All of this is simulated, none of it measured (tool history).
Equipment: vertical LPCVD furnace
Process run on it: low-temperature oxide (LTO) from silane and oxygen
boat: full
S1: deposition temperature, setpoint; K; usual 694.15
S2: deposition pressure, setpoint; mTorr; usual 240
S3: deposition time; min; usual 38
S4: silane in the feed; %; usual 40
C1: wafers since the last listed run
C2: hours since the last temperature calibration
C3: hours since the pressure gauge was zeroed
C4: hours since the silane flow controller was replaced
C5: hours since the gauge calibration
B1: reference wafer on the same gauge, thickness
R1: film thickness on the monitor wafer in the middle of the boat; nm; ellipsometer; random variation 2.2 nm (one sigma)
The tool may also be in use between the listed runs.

run	day	S1	S2	S3	S4	C1	C2	C3	C4	C5	B1	R1
1	0	703.15	240	29	40	0	1645.6	3525	3028.2	10.2	402.09	414.55
2	0.521	703.15	240	29	40	256	1658.1	3537.5	3040.7	22.7	402.31	415.15
3	1.029	703.15	240	29	40	249	1670.3	3549.7	3052.9	34.9	402.03	418.41
4	1.771	694.15	240	38	40	364	1688.1	3567.5	3070.7	52.7	402.34	498.58
5	2.046	694.15	240	38	40	135	1694.7	3574.1	3077.3	59.3	401.32	502.47
6	3.446	694.15	240	38	40	688	1728.3	3607.7	3110.9	92.9	402.54	495.73
# day 5.121: pressure gauge zeroed
# day 5.146: silane flow controller replaced
7	5.183	694.15	205	38	40	351	1770	1.5	0.9	134.6	402.11	425.93
8	5.458	694.15	205	38	40	135	1776.6	8.1	7.5	141.2	402.32	426.15
9	6.046	689.15	240	38	43	288	1790.7	22.2	21.6	155.3	402.06	514.65
10	6.425	689.15	240	38	43	186	1799.8	31.3	30.7	164.4	402.73	511.36
11	7.204	689.15	240	38	43	383	1818.5	50	49.4	183.1	402.48	509.55
12	7.762	694.15	240	45.5	40	274	1831.9	63.4	62.8	196.5	402.46	598.67
13	8.342	694.15	240	45.5	40	284	1845.8	77.3	76.7	210.4	402.51	599.89
14	9.058	694.15	240	38	40	352	1863	94.5	93.9	227.6	401.88	500.18
15	9.346	694.15	240	38	40	141	1869.9	101.4	100.8	234.5	401.95	498.73
16	9.721	694.15	185	53	43	184	1878.9	110.4	109.8	243.5	401.95	578.44
17	10.067	701.15	285	32.5	37	170	1887.2	118.7	118.1	251.8	402.59	502.54
# day 10.292: gauge calibrated
18	10.429	690.15	240	38	47	178	1895.9	127.4	126.8	3.3	401.33	565.94
19	10.867	698.15	295	42	35	215	1906.4	137.9	137.3	13.8	401.53	601.55
# day 12.229: thermocouples replaced and temperature profile calibrated
20	12.25	694.15	240	38	38	188	0.5	171.1	170.5	47	401.68	472.83
21	12.429	694.15	195	42	40	88	4.8	175.4	174.8	51.3	402.47	445.21
22	13.767	703.15	240	53	33	657	36.9	207.5	206.9	83.4	402.62	604.03
23	14.15	702.15	275	25	36	188	46.1	216.7	216.1	92.6	401.92	361.13
24	14.542	694.15	240	38	40	192	55.5	226.1	225.5	102	401.95	496.17
25	15.225	701.15	240	24.5	37	335	71.9	242.5	241.9	118.4	401.35	315.67
26	15.821	694.15	300	38	45	292	86.2	256.8	256.2	132.7	401.96	702.75
27	16.417	691.15	240	38	35	292	100.5	271.1	270.5	147	402.02	411.31
28	16.746	694.15	200	38	40	161	108.4	279	278.4	154.9	402.04	417.47
29	17.192	694.15	240	38	34	219	119.1	289.7	289.1	165.6	402.46	404.92
30	17.808	694.15	240	25.5	40	303	133.9	304.5	303.9	180.4	402.35	332.82
31	18.842	694.15	285	38	36	508	158.7	329.3	328.7	205.2	402.69	521.08

Hidden state, per run?
true tube temperature minus thermocouple reading, K: 0 across all the runs
true pressure minus gauge reading, mTorr: 0 across all the runs
deviation of the silane flow from its setpoint, %: 0 across all the runs
gauge reads high (%): 0 across all the runs
